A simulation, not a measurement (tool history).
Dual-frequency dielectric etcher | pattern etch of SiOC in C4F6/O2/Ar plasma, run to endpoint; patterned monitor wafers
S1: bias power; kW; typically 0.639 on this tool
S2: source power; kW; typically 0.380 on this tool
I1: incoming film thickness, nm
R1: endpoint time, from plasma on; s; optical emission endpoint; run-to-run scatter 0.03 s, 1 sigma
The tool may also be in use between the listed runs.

| run | hour | S1 | S2 | I1 | R1 |
|---|---|---|---|---|---|
| 1 | 0.0 | 0.639 | 0.380 | 31.99 | 9.7 |
|  | 86.2 | wet clean of the chamber |
| 2 | 86.7 | 0.639 | 0.380 | 31.98 | 10.1 |
| 3 | 140.2 | 0.639 | 0.380 | 31.76 | 10.0 |
| 4 | 215.4 | 0.639 | 0.380 | 31.75 | 9.9 |
| 5 | 260.9 | 0.639 | 0.380 | 32.48 | 10.1 |
| 6 | 471.4 | 0.639 | 0.380 | 32.18 | 10.0 |
| 7 | 578.2 | 0.639 | 0.380 | 31.69 | 9.7 |
|  | 620.8 | wet clean of the chamber |
| 8 | 674.9 | 0.639 | 0.380 | 31.79 | 10.0 |
| 9 | 759.7 | 0.639 | 0.380 | 32.07 | 10.1 |
|  | 813.3 | upper electrode replaced |
| 10 | 823.3 | 0.639 | 0.380 | 31.97 | 10.0 |
|  | 924.1 | source power generator calibrated |
| 11 | 924.6 | 0.639 | 0.380 | 31.82 | 10.0 |
| 12 | 1015.7 | 0.483 | 0.470 | 32.12 | 10.2 |
| 13 | 1053.8 | 0.639 | 0.380 | 32.06 | 9.9 |
| 14 | 1133.7 | 0.479 | 0.440 | 31.90 | 10.3 |
|  | 1216.3 | bias power generator calibrated |
| 15 | 1222.1 | 0.790 | 0.460 | 31.80 | 8.6 |
|  | 1326.2 | wet clean of the chamber |
| 16 | 1326.7 | 0.489 | 0.310 | 31.81 | 11.6 |
| 17 | 1411.1 | 0.487 | 0.380 | 32.12 | 11.0 |
| 18 | 1461.8 | 0.709 | 0.290 | 32.08 | 10.5 |
| 19 | 1538.3 | 0.639 | 0.380 | 32.16 | 10.1 |

4 options for the next run, each taken on its own from the tool as it stands now. Forecast them:
| A | 1538.7 | 0.679 | 0.380 | 31.72 | ? |
| B | 1538.7 | 0.537 | 0.330 | 31.72 | ? |
| C | 1538.7 | 0.599 | 0.470 | 31.72 | ? |
| D | 1538.7 | 0.525 | 0.290 | 31.72 | ? |

| run | R1 |
|---|---|
| A | 9.8 |
| B | 10.9 |
| C | 9.6 |
| D | 11.4 |
Without the tool's unlogged condition, the same runs would have read:
| run | R1 |
|---|---|
| A | 9.9 |
| B | 11.1 |
| C | 9.7 |
| D | 11.5 |
